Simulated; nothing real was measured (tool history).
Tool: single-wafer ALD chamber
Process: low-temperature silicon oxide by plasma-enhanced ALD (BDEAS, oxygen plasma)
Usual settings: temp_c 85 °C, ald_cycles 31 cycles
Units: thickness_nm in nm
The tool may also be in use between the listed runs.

run	hour	temp_c	ald_cycles	wafers since the last listed run	hours since the last thermocouple change	hours since the gauge calibration	read-back reference wafer on the same gauge, thickness_nm	thickness_nm
1	0	89	34	0	1477.5	579.8	5.661	5.356
2	36.9	89	34	465	1514.4	616.7	5.659	5.346
3	98.8	79	31	780	1576.3	678.6	5.658	5.06
4	157.9	85	31	744	1635.4	737.7	5.656	4.962
5	234.3	85	31	962	1711.8	814.1	5.662	4.936
6	290.2	85	31	704	1767.7	870	5.66	4.962
7	397.5	95	29	1352	1875	977.3	5.656	4.445
8	479	95	29	1027	1956.5	1058.8	5.659	4.453
9	537.9	95	29	742	2015.4	1117.7	5.659	4.452
10	608	90	31	883	2085.5	1187.8	5.654	4.829
11	645.7	85	27	475	2123.2	1225.5	5.66	4.289
12	714.7	91	29	869	2192.2	1294.5	5.659	4.48
# hour 795.4: gauge calibrated
13	813.6	97	28	1246	2291.1	18.2	5.659	4.275
14	934.8	91	25	1527	2412.3	139.4	5.659	3.87
15	1010.7	85	31	956	2488.2	215.3	5.658	4.902
# hour 1048.5: thermocouple changed; heater temperature recalibrated
16	1096.4	80	27	979	47.9	301	5.662	4.471
17	1186.4	71	28	1134	137.9	391	5.66	4.774
18	1259.8	85	26	925	211.3	464.4	5.66	4.207
19	1360.8	85	35	1272	312.3	565.4	5.657	5.636
20	1397.4	85	31	461	348.9	602	5.654	5.019
21	1495.7	85	31	1238	447.2	700.3	5.657	4.992

Run 22 comes next. What will it give?
22	1562.4	98	31	840	513.9	767	?	?

read-back reference wafer on the same gauge, thickness_nm: 5.661
thickness_nm: 4.767 nm
Without the tool's hidden state the same run would have given thickness_nm 4.784 nm.

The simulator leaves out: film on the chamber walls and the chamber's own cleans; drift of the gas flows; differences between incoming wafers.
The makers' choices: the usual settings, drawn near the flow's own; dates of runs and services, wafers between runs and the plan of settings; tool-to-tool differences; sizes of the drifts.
